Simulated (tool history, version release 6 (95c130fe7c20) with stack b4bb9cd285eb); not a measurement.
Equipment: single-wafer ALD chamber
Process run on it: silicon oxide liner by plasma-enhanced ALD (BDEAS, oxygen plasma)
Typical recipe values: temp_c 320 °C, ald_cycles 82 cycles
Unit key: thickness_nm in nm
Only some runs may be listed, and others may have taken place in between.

run     day  temp_c  ald_cycles  wafers since the last listed run  hours since the last thermocouple change  hours since the gauge calibration  read-back reference wafer on the same gauge, thickness_nm  thickness_nm
  1       0     320          82                                 0                                    1202.5                              308.1                                                      8.948         7.863
  2   0.383     320          82                                36                                    1211.7                              317.3                                                      8.951         7.897
  3   0.854     320          82                                44                                      1223                              328.6                                                       8.96         7.854
  4   1.354     315          82                                47                                      1235                              340.6                                                      8.944         7.924
       1.55  -- gauge calibrated
  5   1.854     324          82                                47                                      1247                                7.3                                                       8.94         7.789
  6   2.271     320          82                                39                                      1257                               17.3                                                      8.948         7.858
  7   2.958     320          82                                65                                    1273.5                               33.8                                                      8.949          7.83
  8   3.475     308          82                                49                                    1285.9                               46.2                                                      8.951          7.98
  9   3.896     308          82                                40                                      1296                               56.3                                                      8.956          7.99
 10   4.204     308          82                                29                                    1303.4                               63.7                                                      8.958         8.022
 11   4.725     325          82                                49                                    1315.9                               76.2                                                      8.952         7.792
 12   5.167     325          82                                42                                    1326.5                               86.8                                                      8.953         7.787
      7.375  -- thermocouple changed; heater temperature recalibrated
 13   7.396     325          82                               180                                       0.5                              140.3                                                       8.95         7.765
 14   7.738     320          82                                32                                       8.7                              148.5                                                      8.946         7.855
 15   8.217     320          82                                45                                      20.2                                160                                                      8.953         7.884
 16   8.571     320          82                                33                                      28.7                              168.5                                                      8.944          7.84
 17   8.854     320          82                                26                                      35.5                              175.3                                                      8.943         7.854
 18  10.325     316          82                               139                                      70.8                              210.6                                                      8.944         7.883
 19  11.046     329          97                                68                                      88.1                              227.9                                                      8.951         9.178
 20    11.3     312          93                                24                                      94.2                                234                                                      8.953         9.058
 21      12     320          73                                66                                       111                              250.8                                                      8.955         6.993
 22  12.317     329          69                                30                                     118.6                              258.4                                                      8.945         6.514
 23  12.625     320          82                                29                                       126                              265.8                                                      8.947         7.843
 24  13.204     320          82                                55                                     139.9                              279.7                                                      8.962         7.874
 25  13.783     328          93                                55                                     153.8                              293.6                                                      8.938         8.809
 26  14.492     314          82                                67                                     170.8                              310.6                                                      8.951         7.918
 27    15.1     329          98                                57                                     185.4                              325.2                                                      8.956         9.239

Forecast run 28:
 28  15.396     307          87                                28                                     192.5                              332.3                                                          ?             ?

{"run 28": {"read-back reference wafer on the same gauge, thickness_nm": 8.949, "thickness_nm": 8.517}}
The same run, on a tool lacking any hidden state, would have yielded thickness_nm 8.517 nm.

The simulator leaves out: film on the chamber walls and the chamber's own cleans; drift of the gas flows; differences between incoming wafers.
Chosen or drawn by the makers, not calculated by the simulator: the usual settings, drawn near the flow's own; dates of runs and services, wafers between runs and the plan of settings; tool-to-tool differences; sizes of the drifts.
